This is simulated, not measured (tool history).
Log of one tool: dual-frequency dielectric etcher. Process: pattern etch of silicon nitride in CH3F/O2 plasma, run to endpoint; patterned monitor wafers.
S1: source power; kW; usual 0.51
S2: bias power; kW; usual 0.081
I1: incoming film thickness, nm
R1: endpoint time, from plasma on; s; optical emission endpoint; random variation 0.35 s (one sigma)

run	hour	S1	S2	I1	R1
1	0	0.6	0.091	108.9	104.4
2	102.4	0.51	0.081	108.6	112.9
3	184.9	0.51	0.081	109.2	114.2
4	243.6	0.51	0.081	110	114.6
5	311.4	0.51	0.081	109.8	114.4
# hour 418.4: wet clean of the chamber
6	418.9	0.51	0.081	110.4	114.7
7	470.7	0.51	0.081	109	114.1
# hour 483.9: bias power generator calibrated
8	521	0.42	0.095	108.2	115.2
9	577.1	0.42	0.095	108.5	115.6
10	640.2	0.42	0.095	108.5	114.7
# hour 675.9: upper electrode replaced
11	688	0.51	0.081	108.5	115.8
12	738.8	0.51	0.081	108.4	115.4
13	807.3	0.51	0.081	109.5	116.1
14	892	0.48	0.081	110.9	119.5
15	960.9	0.51	0.093	108.4	110.7
# hour 1000.8: wet clean of the chamber
16	1043.2	0.51	0.081	109.1	116.2
# hour 1102.2: source power generator calibrated
17	1138.2	0.42	0.081	109.8	121.8
18	1219.3	0.51	0.081	109.8	115.6
19	1268.4	0.51	0.081	109	114.9
20	1325.3	0.45	0.092	109	114.1
21	1398.6	0.59	0.072	110.6	116.2
22	1499.8	0.41	0.064	109.4	131.4
23	1576.7	0.51	0.081	109	115.2
24	1636.8	0.56	0.089	110.3	110
# hour 1708.2: wet clean of the chamber
25	1719.9	0.51	0.081	110	116.7
26	1767.4	0.42	0.095	108.4	114.2
27	1843.8	0.45	0.092	109.5	114.2
28	1888.7	0.64	0.066	109.5	116.3
29	1929	0.39	0.081	109.9	124.2
30	2021.7	0.51	0.096	109.1	109
31	2105.9	0.51	0.071	109.1	120.2
32	2163.6	0.51	0.081	108.5	115
# hour 2246.5: wet clean of the chamber
33	2269.9	0.51	0.099	109.2	108.1
34	2361.5	0.64	0.073	109	112.1
35	2563.1	0.51	0.081	109.5	115.9
36	2605	0.43	0.094	109.8	115.5

3 ways to go on from here, each from the tool as it stands after run 36. What would each give?
A	2605.5	0.47	0.081	109.7	?
B	2605.5	0.51	0.092	109.7	?
C	2605.5	0.41	0.1	109.7	?

run	R1
A	118
B	110.9
C	113.9
Without the tool's hidden state the same runs would have given:
run	R1
A	117.6
B	110.6
C	113.6

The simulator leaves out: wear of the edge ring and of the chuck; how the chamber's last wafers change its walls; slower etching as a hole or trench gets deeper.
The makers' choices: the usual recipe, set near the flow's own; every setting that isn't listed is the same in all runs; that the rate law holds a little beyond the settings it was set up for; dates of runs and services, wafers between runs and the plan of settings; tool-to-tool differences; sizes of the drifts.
